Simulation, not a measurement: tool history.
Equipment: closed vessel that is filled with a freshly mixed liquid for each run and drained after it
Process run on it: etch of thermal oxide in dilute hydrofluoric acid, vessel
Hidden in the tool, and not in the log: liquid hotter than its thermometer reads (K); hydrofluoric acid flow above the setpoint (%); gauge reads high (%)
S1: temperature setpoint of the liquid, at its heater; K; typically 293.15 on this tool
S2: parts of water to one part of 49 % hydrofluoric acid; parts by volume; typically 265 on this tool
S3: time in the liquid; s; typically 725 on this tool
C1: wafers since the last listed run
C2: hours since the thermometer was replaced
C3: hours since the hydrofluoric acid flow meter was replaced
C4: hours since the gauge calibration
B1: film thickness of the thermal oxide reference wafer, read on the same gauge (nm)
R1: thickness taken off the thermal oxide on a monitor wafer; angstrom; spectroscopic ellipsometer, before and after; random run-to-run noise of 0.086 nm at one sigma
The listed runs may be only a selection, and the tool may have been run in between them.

Run 1, hour 0.0: usual settings; C1 0; C2 1151.4; C3 620.3; C4 155.4; B1 50.00. Result: R1 114.1 angstrom.
Run 2, hour 13.1: usual settings; C1 1001; C2 1164.5; C3 633.4; C4 168.5; B1 50.02. Result: R1 115.7 angstrom.
Run 3, hour 20.1: usual settings but S1 296.15 K; C1 535; C2 1171.5; C3 640.4; C4 175.5; B1 50.03. Result: R1 126.9 angstrom.
Run 4, hour 36.3: usual settings; C1 1238; C2 1187.7; C3 656.6; C4 191.7; B1 49.97. Result: R1 113.3 angstrom.
Run 5, hour 49.9: usual settings; C1 1039; C2 1201.3; C3 670.2; C4 205.3; B1 50.04. Result: R1 113.5 angstrom.
At hour 55.3: gauge calibrated.
Run 6, hour 62.3: usual settings; C1 947; C2 1213.7; C3 682.6; C4 7.0; B1 49.97. Result: R1 114.1 angstrom.
Run 7, hour 79.5: usual settings; C1 1314; C2 1230.9; C3 699.8; C4 24.2; B1 49.97. Result: R1 115.0 angstrom.
Run 8, hour 92.8: usual settings; C1 1016; C2 1244.2; C3 713.1; C4 37.5; B1 50.01. Result: R1 114.2 angstrom.
Run 9, hour 98.8: usual settings; C1 458; C2 1250.2; C3 719.1; C4 43.5; B1 49.99. Result: R1 116.8 angstrom.
Run 10, hour 116.1: usual settings but S2 215 parts by volume; C1 1322; C2 1267.5; C3 736.4; C4 60.8; B1 50.01. Result: R1 151.1 angstrom.
Run 11, hour 126.4: usual settings but S1 290.65 K; C1 787; C2 1277.8; C3 746.7; C4 71.1; B1 50.00. Result: R1 103.7 angstrom.
At hour 136.8: thermometer replaced.
Run 12, hour 143.9: usual settings but S1 290.65 K; C1 1261; C2 7.1; C3 764.2; C4 88.6; B1 49.97. Result: R1 105.6 angstrom.
Run 13, hour 157.3: usual settings but S1 295.15 K, S2 365 parts by volume; C1 1024; C2 20.5; C3 777.6; C4 102.0; B1 49.99. Result: R1 82.3 angstrom.
Run 14, hour 174.8: usual settings but S1 297.65 K, S3 960 s; C1 1337; C2 38.0; C3 795.1; C4 119.5; B1 49.97. Result: R1 181.2 angstrom.
Run 15, hour 198.8: usual settings; C1 1834; C2 62.0; C3 819.1; C4 143.5; B1 50.00. Result: R1 116.4 angstrom.
Run 16, hour 206.4: usual settings but S1 291.65 K, S2 325 parts by volume, S3 905 s; C1 580; C2 69.6; C3 826.7; C4 151.1; B1 49.99. Result: R1 107.9 angstrom.
Run 17, hour 222.4: usual settings but S1 297.15 K, S2 140 parts by volume; C1 1223; C2 85.6; C3 842.7; C4 167.1; B1 50.00. Result: R1 293.4 angstrom.
Run 18, hour 230.7: usual settings but S1 296.65 K, S2 215 parts by volume; C1 634; C2 93.9; C3 851.0; C4 175.4; B1 50.01. Result: R1 173.9 angstrom.
Run 19, hour 246.0: usual settings but S1 290.15 K, S2 230 parts by volume, S3 390 s; C1 1169; C2 109.2; C3 866.3; C4 190.7; B1 50.02. Result: R1 67.0 angstrom.
At hour 255.1: hydrofluoric acid flow meter replaced.
At hour 255.7: gauge calibrated.
Run 20, hour 261.2: usual settings but S1 295.15 K; C1 1085; C2 124.4; C3 6.1; C4 5.5; B1 49.99. Result: R1 114.2 angstrom.
Run 21, hour 272.8: usual settings but S1 290.65 K; C1 886; C2 136.0; C3 17.7; C4 17.1; B1 49.98. Result: R1 96.0 angstrom.
Run 22, hour 315.7: usual settings but S3 360 s; C1 3279; C2 178.9; C3 60.6; C4 60.0; B1 50.01. Result: R1 53.4 angstrom.
Run 23, hour 327.5: usual settings but S1 296.15 K, S3 945 s; C1 901; C2 190.7; C3 72.4; C4 71.8; B1 50.00. Result: R1 156.2 angstrom.
Run 24, hour 337.0: usual settings but S1 296.65 K, S2 310 parts by volume; C1 726; C2 200.2; C3 81.9; C4 81.3; B1 50.00. Result: R1 99.6 angstrom.
Run 25, hour 350.8: usual settings but S1 290.65 K; C1 1054; C2 214.0; C3 95.7; C4 95.1; B1 50.01. Result: R1 98.8 angstrom.

For each entry between runs, how does the tool's hidden state at the last listed run before it compare with that at the first listed run after it?
Logged between run 5 and run 6: gauge calibrated (hour 55.3)
  hydrofluoric acid flow above the setpoint (%): 9.53 -> 9.69
  measured less the result without the state, R1: +12.0 -> +12.4 angstrom
Logged between run 11 and run 12: thermometer replaced (hour 136.8)
  hydrofluoric acid flow above the setpoint (%): 10.5 -> 10.7
  measured less the result without the state, R1: +12.0 -> +12.3 angstrom
Logged between run 19 and run 20: hydrofluoric acid flow meter replaced (hour 255.1); gauge calibrated (hour 255.7)
  hydrofluoric acid flow above the setpoint (%): 12 -> 2.87
  measured less the result without the state, R1: +8.5 -> +3.9 angstrom

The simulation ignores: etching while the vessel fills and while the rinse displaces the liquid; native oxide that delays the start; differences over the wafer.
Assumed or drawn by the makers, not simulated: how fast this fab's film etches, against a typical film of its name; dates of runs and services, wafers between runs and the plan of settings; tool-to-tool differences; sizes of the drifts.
